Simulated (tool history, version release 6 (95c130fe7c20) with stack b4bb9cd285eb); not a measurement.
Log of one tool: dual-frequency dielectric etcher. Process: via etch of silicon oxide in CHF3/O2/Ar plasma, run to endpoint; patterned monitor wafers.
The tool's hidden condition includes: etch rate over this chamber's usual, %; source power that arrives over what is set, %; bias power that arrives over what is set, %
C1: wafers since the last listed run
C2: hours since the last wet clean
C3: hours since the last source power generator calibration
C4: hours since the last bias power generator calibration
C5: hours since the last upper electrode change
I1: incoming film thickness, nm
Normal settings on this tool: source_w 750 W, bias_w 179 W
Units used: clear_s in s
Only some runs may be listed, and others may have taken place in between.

run 1 hour=0 | source_w=750 bias_w=179 | C1=0 C2=354.7 C3=1590.9 C4=2379.9 C5=5301.4 | I1=719.8 | clear_s=320.9
run 2 hour=8.4 | source_w=750 bias_w=179 | C1=25 C2=363.1 C3=1599.3 C4=2388.3 C5=5309.8 | I1=717.1 | clear_s=319.1
run 3 hour=22.5 | source_w=750 bias_w=179 | C1=43 C2=377.2 C3=1613.4 C4=2402.4 C5=5323.9 | I1=721.8 | clear_s=323
run 4 hour=36.4 | source_w=750 bias_w=179 | C1=42 C2=391.1 C3=1627.3 C4=2416.3 C5=5337.8 | I1=723.6 | clear_s=325.4
run 5 hour=57 | source_w=850 bias_w=179 | C1=63 C2=411.7 C3=1647.9 C4=2436.9 C5=5358.4 | I1=722.2 | clear_s=307.3
run 6 hour=70.6 | source_w=850 bias_w=179 | C1=41 C2=425.3 C3=1661.5 C4=2450.5 C5=5372 | I1=729.2 | clear_s=309.6
run 7 hour=123.6 | source_w=850 bias_w=179 | C1=162 C2=478.3 C3=1714.5 C4=2503.5 C5=5425 | I1=729.9 | clear_s=310.6
-- hour=164.7 upper electrode replaced
-- hour=168.1 wet clean of the chamber
run 8 hour=168.6 | source_w=750 bias_w=179 | C1=53 C2=0.5 C3=1759.5 C4=2548.5 C5=3.9 | I1=724.8 | clear_s=320.4
run 9 hour=169 | source_w=790 bias_w=179 | C1=1 C2=0.9 C3=1759.9 C4=2548.9 C5=4.3 | I1=721.9 | clear_s=309
run 10 hour=169.4 | source_w=790 bias_w=179 | C1=1 C2=1.3 C3=1760.3 C4=2549.3 C5=4.7 | I1=735 | clear_s=315.1
run 11 hour=173.8 | source_w=750 bias_w=179 | C1=13 C2=5.7 C3=1764.7 C4=2553.7 C5=9.1 | I1=735 | clear_s=326.1
run 12 hour=184.9 | source_w=750 bias_w=168 | C1=34 C2=16.8 C3=1775.8 C4=2564.8 C5=20.2 | I1=727.3 | clear_s=330.6
run 13 hour=199.1 | source_w=750 bias_w=168 | C1=43 C2=31 C3=1790 C4=2579 C5=34.4 | I1=723.9 | clear_s=326.4
-- hour=213.8 bias power generator calibrated
run 14 hour=214.7 | source_w=750 bias_w=168 | C1=35 C2=46.6 C3=1805.6 C4=0.9 C5=50 | I1=726.4 | clear_s=328.2
run 15 hour=225.9 | source_w=870 bias_w=179 | C1=34 C2=57.8 C3=1816.8 C4=12.1 C5=61.2 | I1=722.8 | clear_s=296.6
run 16 hour=233.6 | source_w=870 bias_w=179 | C1=23 C2=65.5 C3=1824.5 C4=19.8 C5=68.9 | I1=720.3 | clear_s=295.7
run 17 hour=247.4 | source_w=870 bias_w=179 | C1=42 C2=79.3 C3=1838.3 C4=33.6 C5=82.7 | I1=722.7 | clear_s=296.2
run 18 hour=258.5 | source_w=860 bias_w=208 | C1=34 C2=90.4 C3=1849.4 C4=44.7 C5=93.8 | I1=724.1 | clear_s=282.6
run 19 hour=274.7 | source_w=750 bias_w=220 | C1=49 C2=106.6 C3=1865.6 C4=60.9 C5=110 | I1=717.8 | clear_s=290.3
-- hour=282.6 source power generator calibrated
run 20 hour=285.2 | source_w=650 bias_w=221 | C1=19 C2=117.1 C3=2.6 C4=71.4 C5=120.5 | I1=725.9 | clear_s=313.5
run 21 hour=299.9 | source_w=750 bias_w=179 | C1=45 C2=131.8 C3=17.3 C4=86.1 C5=135.2 | I1=727.1 | clear_s=319.8
run 22 hour=333.8 | source_w=750 bias_w=223 | C1=103 C2=165.7 C3=51.2 C4=120 C5=169.1 | I1=726.2 | clear_s=293.9
run 23 hour=344 | source_w=910 bias_w=179 | C1=31 C2=175.9 C3=61.4 C4=130.2 C5=179.3 | I1=719.8 | clear_s=291.5
run 24 hour=353.6 | source_w=840 bias_w=166 | C1=29 C2=185.5 C3=71 C4=139.8 C5=188.9 | I1=723.2 | clear_s=311.1
run 25 hour=363.6 | source_w=750 bias_w=179 | C1=30 C2=195.5 C3=81 C4=149.8 C5=198.9 | I1=727.8 | clear_s=322.9
run 26 hour=370.2 | source_w=580 bias_w=179 | C1=20 C2=202.1 C3=87.6 C4=156.4 C5=205.5 | I1=727 | clear_s=367.2
run 27 hour=387.2 | source_w=750 bias_w=179 | C1=52 C2=219.1 C3=104.6 C4=173.4 C5=222.5 | I1=723.4 | clear_s=323.4
run 28 hour=421.1 | source_w=750 bias_w=179 | C1=103 C2=253 C3=138.5 C4=207.3 C5=256.4 | I1=721.2 | clear_s=321.3
run 29 hour=438 | source_w=790 bias_w=179 | C1=51 C2=269.9 C3=155.4 C4=224.2 C5=273.3 | I1=720.7 | clear_s=315
run 30 hour=446 | source_w=750 bias_w=146 | C1=24 C2=277.9 C3=163.4 C4=232.2 C5=281.3 | I1=725.2 | clear_s=351
run 31 hour=453.4 | source_w=750 bias_w=179 | C1=22 C2=285.3 C3=170.8 C4=239.6 C5=288.7 | I1=723.8 | clear_s=323.2
run 32 hour=464.6 | source_w=750 bias_w=179 | C1=34 C2=296.5 C3=182 C4=250.8 C5=299.9 | I1=722 | clear_s=322.6
run 33 hour=478.6 | source_w=880 bias_w=157 | C1=42 C2=310.5 C3=196 C4=264.8 C5=313.9 | I1=718.1 | clear_s=314
run 34 hour=485.3 | source_w=580 bias_w=209 | C1=20 C2=317.2 C3=202.7 C4=271.5 C5=320.6 | I1=720.8 | clear_s=345
run 35 hour=498.8 | source_w=750 bias_w=221 | C1=41 C2=330.7 C3=216.2 C4=285 C5=334.1 | I1=724.2 | clear_s=294.5

Branching from run 35: 4 alternative next runs. What would each branch give?
run A hour=499.3 | source_w=750 bias_w=179 | C1=1 C2=331.2 C3=216.7 C4=285.5 C5=334.6 | I1=722 | clear_s=?
run B hour=499.3 | source_w=680 bias_w=196 | C1=1 C2=331.2 C3=216.7 C4=285.5 C5=334.6 | I1=722 | clear_s=?
run C hour=499.3 | source_w=840 bias_w=209 | C1=1 C2=331.2 C3=216.7 C4=285.5 C5=334.6 | I1=722 | clear_s=?
run D hour=499.3 | source_w=820 bias_w=138 | C1=1 C2=331.2 C3=216.7 C4=285.5 C5=334.6 | I1=722 | clear_s=?

run=A clear_s=322
run=B clear_s=325.1
run=C clear_s=286.2
run=D clear_s=343.5
The same runs, with their run-to-run variation unchanged, on a tool lacking any hidden condition would have given:
run=A clear_s=315
run=B clear_s=318
run=C clear_s=280
run=D clear_s=336
